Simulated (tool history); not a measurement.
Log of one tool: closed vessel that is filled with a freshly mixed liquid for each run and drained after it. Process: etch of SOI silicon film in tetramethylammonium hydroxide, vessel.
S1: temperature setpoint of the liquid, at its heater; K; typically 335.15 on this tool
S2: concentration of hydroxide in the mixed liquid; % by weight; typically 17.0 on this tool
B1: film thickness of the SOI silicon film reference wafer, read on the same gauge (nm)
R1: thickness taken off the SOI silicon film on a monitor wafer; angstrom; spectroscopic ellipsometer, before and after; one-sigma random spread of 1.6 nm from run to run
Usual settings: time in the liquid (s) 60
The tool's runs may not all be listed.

{"run": 1, "hour": 0.0, "S1": 335.15, "S2": 17.0, "time in the liquid (s)": 75, "B1": 149.99, "R1": 2559.4}
{"run": 2, "hour": 51.1, "S1": 335.15, "S2": 17.0, "time in the liquid (s)": 60, "B1": 149.98, "R1": 2030.9}
{"run": 3, "hour": 97.4, "S1": 335.15, "S2": 17.0, "time in the liquid (s)": 60, "B1": 150.01, "R1": 2007.0}
{"run": 4, "hour": 144.9, "S1": 335.15, "S2": 17.0, "time in the liquid (s)": 60, "B1": 150.0, "R1": 2003.9}
{"run": 5, "hour": 202.2, "S1": 335.15, "S2": 17.0, "time in the liquid (s)": 60, "B1": 150.01, "R1": 1980.4}
{"run": 6, "hour": 259.7, "S1": 335.15, "S2": 17.0, "time in the liquid (s)": 60, "B1": 150.02, "R1": 1958.5}
{"run": 7, "hour": 306.2, "S1": 335.15, "S2": 17.0, "time in the liquid (s)": 60, "B1": 150.02, "R1": 1927.1}
{"run": 8, "hour": 353.2, "S1": 335.15, "S2": 17.0, "time in the liquid (s)": 60, "B1": 150.03, "R1": 1901.3}
{"run": 9, "hour": 410.4, "S1": 335.15, "S2": 17.0, "time in the liquid (s)": 60, "B1": 149.99, "R1": 1872.1}
{"run": 10, "hour": 443.1, "S1": 335.15, "S2": 17.0, "time in the liquid (s)": 60, "B1": 150.01, "R1": 1866.4}
{"hour": 445.8, "done": "hydroxide flow meter replaced"}
{"run": 11, "hour": 478.2, "S1": 335.15, "S2": 17.0, "time in the liquid (s)": 60, "B1": 149.99, "R1": 1933.1}
{"hour": 501.8, "done": "thermometer replaced"}
{"run": 12, "hour": 523.9, "S1": 335.15, "S2": 17.0, "time in the liquid (s)": 60, "B1": 149.98, "R1": 2109.0}
{"run": 13, "hour": 587.0, "S1": 335.15, "S2": 17.0, "time in the liquid (s)": 60, "B1": 150.0, "R1": 2079.0}
{"run": 14, "hour": 615.6, "S1": 335.15, "S2": 17.0, "time in the liquid (s)": 60, "B1": 149.99, "R1": 2069.3}
{"run": 15, "hour": 643.9, "S1": 335.15, "S2": 17.0, "time in the liquid (s)": 60, "B1": 150.03, "R1": 2048.6}
{"run": 16, "hour": 673.4, "S1": 335.15, "S2": 17.0, "time in the liquid (s)": 45, "B1": 150.02, "R1": 1541.4}
{"run": 17, "hour": 727.5, "S1": 340.15, "S2": 13.5, "time in the liquid (s)": 30, "B1": 150.0, "R1": 1524.5}
{"run": 18, "hour": 774.3, "S1": 330.65, "S2": 21.0, "time in the liquid (s)": 60, "B1": 150.0, "R1": 1352.4}
{"run": 19, "hour": 814.7, "S1": 331.65, "S2": 17.0, "time in the liquid (s)": 40, "B1": 150.02, "R1": 1075.2}
{"hour": 829.9, "done": "gauge calibrated"}
{"run": 20, "hour": 857.7, "S1": 342.65, "S2": 20.0, "time in the liquid (s)": 45, "B1": 149.99, "R1": 2152.5}
{"run": 21, "hour": 926.7, "S1": 341.65, "S2": 17.0, "time in the liquid (s)": 60, "B1": 150.03, "R1": 2896.8}
{"run": 22, "hour": 957.6, "S1": 335.15, "S2": 17.0, "time in the liquid (s)": 60, "B1": 150.01, "R1": 1938.4}
{"hour": 1001.8, "done": "thermometer replaced"}
{"run": 23, "hour": 1018.2, "S1": 332.15, "S2": 17.0, "time in the liquid (s)": 60, "B1": 150.01, "R1": 1702.3}
{"run": 24, "hour": 1061.1, "S1": 332.65, "S2": 18.5, "time in the liquid (s)": 70, "B1": 150.0, "R1": 1938.5}
{"hour": 1116.0, "done": "hydroxide flow meter replaced"}
{"run": 25, "hour": 1202.6, "S1": 335.15, "S2": 17.0, "time in the liquid (s)": 60, "B1": 149.97, "R1": 2060.9}
{"run": 26, "hour": 1274.2, "S1": 335.15, "S2": 18.5, "time in the liquid (s)": 60, "B1": 150.04, "R1": 1977.9}
{"run": 27, "hour": 1371.3, "S1": 339.65, "S2": 17.0, "time in the liquid (s)": 45, "B1": 150.0, "R1": 1948.4}
{"run": 28, "hour": 1436.9, "S1": 335.15, "S2": 17.0, "time in the liquid (s)": 60, "B1": 149.99, "R1": 1939.1}
{"run": 29, "hour": 1468.9, "S1": 339.65, "S2": 17.0, "time in the liquid (s)": 45, "B1": 149.99, "R1": 1908.2}
{"run": 30, "hour": 1527.4, "S1": 343.15, "S2": 14.0, "time in the liquid (s)": 45, "B1": 149.98, "R1": 2515.8}
{"hour": 1548.9, "done": "thermometer replaced"}
{"run": 31, "hour": 1587.3, "S1": 335.15, "S2": 17.0, "time in the liquid (s)": 60, "B1": 150.01, "R1": 2050.3}
{"run": 32, "hour": 1612.1, "S1": 331.65, "S2": 17.0, "time in the liquid (s)": 90, "B1": 149.97, "R1": 2459.9}
{"run": 33, "hour": 1673.7, "S1": 335.15, "S2": 17.0, "time in the liquid (s)": 60, "B1": 150.0, "R1": 2041.6}
{"run": 34, "hour": 1723.8, "S1": 339.65, "S2": 18.5, "time in the liquid (s)": 45, "B1": 150.01, "R1": 1897.1}

Run by run, hidden condition taken away, random variation retained:
Hidden conditions of the tool in this case: liquid colder than its thermometer reads (K); hydroxide flow above the setpoint (%); gauge reads high (%).
run=1 R1=2681.6
run=2 R1=2150.4
run=3 R1=2144.5
run=4 R1=2162.1
run=5 R1=2160.4
run=6 R1=2161.5
run=7 R1=2147.6
run=8 R1=2138.2
run=9 R1=2130.2
run=10 R1=2137.2
run=11 R1=2129.9
run=12 R1=2139.5
run=13 R1=2135.5
run=14 R1=2137.2
run=15 R1=2128.6
run=16 R1=1610.4
run=17 R1=1618.7
run=18 R1=1469.9
run=19 R1=1157.3
run=20 R1=2346.3
run=21 R1=3177.2
run=22 R1=2144.3
run=23 R1=1795.2
run=24 R1=2072.7
run=25 R1=2154.0
run=26 R1=2099.7
run=27 R1=2103.0
run=28 R1=2124.4
run=29 R1=2099.6
run=30 R1=2821.8
run=31 R1=2130.0
run=32 R1=2569.8
run=33 R1=2157.5
run=34 R1=2034.4
